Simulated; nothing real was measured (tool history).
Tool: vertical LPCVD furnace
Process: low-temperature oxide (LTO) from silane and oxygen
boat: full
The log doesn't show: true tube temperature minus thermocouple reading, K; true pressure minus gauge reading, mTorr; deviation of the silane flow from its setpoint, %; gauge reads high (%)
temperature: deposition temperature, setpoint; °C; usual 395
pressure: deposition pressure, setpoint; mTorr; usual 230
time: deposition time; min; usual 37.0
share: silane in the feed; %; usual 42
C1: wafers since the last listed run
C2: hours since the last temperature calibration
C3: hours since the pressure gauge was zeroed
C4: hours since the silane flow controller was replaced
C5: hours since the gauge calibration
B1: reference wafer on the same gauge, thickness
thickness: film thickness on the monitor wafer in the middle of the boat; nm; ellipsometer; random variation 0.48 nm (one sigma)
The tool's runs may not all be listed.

run 1 hour=0.0 | temperature=395 pressure=230 time=37.0 share=42 | C1=0 C2=1738.6 C3=4858.0 C4=7423.3 C5=214.6 | B1=327.17 | thickness=326.87
run 2 hour=33.4 | temperature=395 pressure=270 time=46.5 share=42 | C1=297 C2=1772.0 C3=4891.4 C4=7456.7 C5=248.0 | B1=326.93 | thickness=481.97
run 3 hour=59.3 | temperature=395 pressure=270 time=46.5 share=42 | C1=230 C2=1797.9 C3=4917.3 C4=7482.6 C5=273.9 | B1=327.14 | thickness=482.83
run 4 hour=86.0 | temperature=395 pressure=230 time=30.5 share=42 | C1=237 C2=1824.6 C3=4944.0 C4=7509.3 C5=300.6 | B1=327.00 | thickness=269.54
run 5 hour=108.6 | temperature=395 pressure=275 time=37.0 share=37 | C1=201 C2=1847.2 C3=4966.6 C4=7531.9 C5=323.2 | B1=326.97 | thickness=336.37
run 6 hour=130.7 | temperature=395 pressure=275 time=37.0 share=37 | C1=196 C2=1869.3 C3=4988.7 C4=7554.0 C5=345.3 | B1=327.00 | thickness=335.47
-- hour=140.4 gauge calibrated
run 7 hour=164.8 | temperature=395 pressure=230 time=37.0 share=42 | C1=303 C2=1903.4 C3=5022.8 C4=7588.1 C5=24.4 | B1=326.93 | thickness=327.83
run 8 hour=185.1 | temperature=395 pressure=230 time=37.0 share=45 | C1=180 C2=1923.7 C3=5043.1 C4=7608.4 C5=44.7 | B1=326.96 | thickness=353.51
run 9 hour=214.1 | temperature=395 pressure=230 time=37.0 share=42 | C1=258 C2=1952.7 C3=5072.1 C4=7637.4 C5=73.7 | B1=327.01 | thickness=328.56
-- hour=260.0 silane flow controller replaced
-- hour=272.5 pressure gauge zeroed
-- hour=285.7 thermocouples replaced and temperature profile calibrated
run 10 hour=286.2 | temperature=402 pressure=180 time=37.0 share=46 | C1=199 C2=0.5 C3=13.7 C4=26.2 C5=145.8 | B1=326.92 | thickness=296.26
run 11 hour=291.5 | temperature=395 pressure=230 time=37.0 share=48 | C1=47 C2=5.8 C3=19.0 C4=31.5 C5=151.1 | B1=327.15 | thickness=368.44
run 12 hour=296.7 | temperature=387 pressure=230 time=51.5 share=42 | C1=46 C2=11.0 C3=24.2 C4=36.7 C5=156.3 | B1=327.07 | thickness=406.60
run 13 hour=322.2 | temperature=395 pressure=230 time=37.0 share=42 | C1=227 C2=36.5 C3=49.7 C4=62.2 C5=181.8 | B1=327.10 | thickness=320.10
run 14 hour=363.1 | temperature=404 pressure=255 time=28.5 share=40 | C1=364 C2=77.4 C3=90.6 C4=103.1 C5=222.7 | B1=327.05 | thickness=285.22
run 15 hour=378.9 | temperature=401 pressure=230 time=33.0 share=42 | C1=140 C2=93.2 C3=106.4 C4=118.9 C5=238.5 | B1=326.90 | thickness=304.89
run 16 hour=401.3 | temperature=395 pressure=230 time=37.0 share=42 | C1=199 C2=115.6 C3=128.8 C4=141.3 C5=260.9 | B1=326.89 | thickness=319.76

4 ways to go on from here, each from the tool as it stands after run 16. What would each give?
run A hour=406.6 | temperature=395 pressure=230 time=37.0 share=42 | C1=47 C2=120.9 C3=134.1 C4=146.6 C5=266.2 | B1=? | thickness=?
run B hour=406.6 | temperature=395 pressure=230 time=37.0 share=38 | C1=47 C2=120.9 C3=134.1 C4=146.6 C5=266.2 | B1=? | thickness=?
run C hour=406.6 | temperature=386 pressure=230 time=37.0 share=42 | C1=47 C2=120.9 C3=134.1 C4=146.6 C5=266.2 | B1=? | thickness=?
run D hour=406.6 | temperature=395 pressure=230 time=46.0 share=42 | C1=47 C2=120.9 C3=134.1 C4=146.6 C5=266.2 | B1=? | thickness=?

run=A B1=327.18 thickness=319.27
run=B B1=327.18 thickness=282.94
run=C B1=327.18 thickness=288.50
run=D B1=327.18 thickness=396.94
Without the tool's hidden state the same runs would have given:
run=A thickness=318.04
run=B thickness=281.82
run=C thickness=287.34
run=D thickness=395.40
